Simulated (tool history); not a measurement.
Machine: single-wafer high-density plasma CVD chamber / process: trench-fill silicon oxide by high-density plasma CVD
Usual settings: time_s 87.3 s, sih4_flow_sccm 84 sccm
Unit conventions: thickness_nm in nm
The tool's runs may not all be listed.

| run | hour | time_s | sih4_flow_sccm | read-back reference wafer on the same gauge, thickness_nm | thickness_nm |
|---|---|---|---|---|---|
| 1 | 0 | 87.3 | 84 | 715.704 | 767.687 |
| 2 | 44.6 | 87.3 | 84 | 714.292 | 761.687 |
| 3 | 81.1 | 87.3 | 84 | 716.995 | 770.313 |
| 4 | 124.1 | 87.3 | 84 | 715.512 | 769.436 |
| 5 | 227.3 | 87.3 | 84 | 717.262 | 768.066 |
| 6 | 279.2 | 87.3 | 84 | 716.195 | 768.592 |
| 7 | 366.2 | 95.2 | 95 | 717.492 | 948.541 |
| 8 | 464.8 | 95.2 | 95 | 717.466 | 945.502 |
| 9 | 744.3 | 93.2 | 97 | 716.774 | 944.864 |
| 10 | 941.3 | 87.3 | 84 | 714.335 | 774.185 |
| 11 | 982.3 | 87.3 | 84 | 716.178 | 766.825 |
| 12 | 1056.3 | 77.8 | 91 | 716.826 | 741.561 |
| 13 | 1111.1 | 77.8 | 91 | 717.364 | 736.369 |
| 14 | 1195.5 | 87.3 | 75 | 716.183 | 690.237 |
| 15 | 1244.8 | 87.3 | 75 | 716.292 | 681.521 |
|  | 1264.5 | gauge calibrated |
| 16 | 1339.5 | 80.3 | 72 | 716.329 | 602.897 |
|  | 1391.8 | silane flow controller replaced |
| 17 | 1433.2 | 80.3 | 72 | 717.229 | 601.96 |
| 18 | 1487.9 | 87.3 | 84 | 715.196 | 768.009 |
| 19 | 1537.9 | 87.3 | 84 | 716.427 | 763.47 |
| 20 | 1612.6 | 87.3 | 84 | 716.259 | 767.877 |
| 21 | 1679.9 | 87.3 | 84 | 716.145 | 769.755 |
| 22 | 1772.1 | 87.3 | 84 | 715.987 | 769.694 |
| 23 | 1845.2 | 87.3 | 90 | 714.272 | 814.797 |
| 24 | 1915.4 | 79.8 | 84 | 717.037 | 703.854 |
| 25 | 1971.1 | 104.6 | 73 | 715.964 | 798.868 |
| 26 | 2068.5 | 87.3 | 84 | 715.462 | 775.605 |
| 27 | 2119.2 | 100.4 | 68 | 714.729 | 712.899 |
| 28 | 2203.9 | 87.3 | 74 | 715.159 | 674.603 |
| 29 | 2303.7 | 100.1 | 84 | 715.972 | 878.574 |
| 30 | 2342.8 | 94.7 | 69 | 715.269 | 677.232 |
| 31 | 2417.9 | 92.6 | 75 | 714.614 | 720.368 |
| 32 | 2473.9 | 71.3 | 67 | 718.185 | 502.614 |
| 33 | 2511 | 87.3 | 74 | 715.78 | 680.882 |
| 34 | 2564.4 | 87.3 | 84 | 715.036 | 775.361 |
| 35 | 2620.2 | 103.6 | 78 | 713.198 | 844.723 |
| 36 | 2659.2 | 104 | 71 | 717.022 | 769.698 |
| 37 | 2715.7 | 104 | 70 | 715.994 | 770.65 |
| 38 | 2815.1 | 104 | 70 | 715.017 | 764.606 |
| 39 | 2917.9 | 77.2 | 91 | 716.215 | 735.633 |
| 40 | 3000.3 | 87.3 | 92 | 714.856 | 836.381 |
| 41 | 3137.1 | 87.3 | 84 | 716.458 | 766.225 |
| 42 | 3173.7 | 71.4 | 71 | 714.958 | 535.407 |
| 43 | 3213.5 | 87.3 | 84 | 715.479 | 768.331 |
| 44 | 3531.8 | 87.3 | 84 | 713.629 | 770.951 |
| 45 | 3631.5 | 87.3 | 84 | 716.333 | 762.727 |
| 46 | 3685.8 | 71.4 | 71 | 717.236 | 531.19 |

State the hidden condition of the tool at each of the runs:
delivered silane flow above the setpoint (%): 0 at every run
gauge reads high (%): 0 at every run
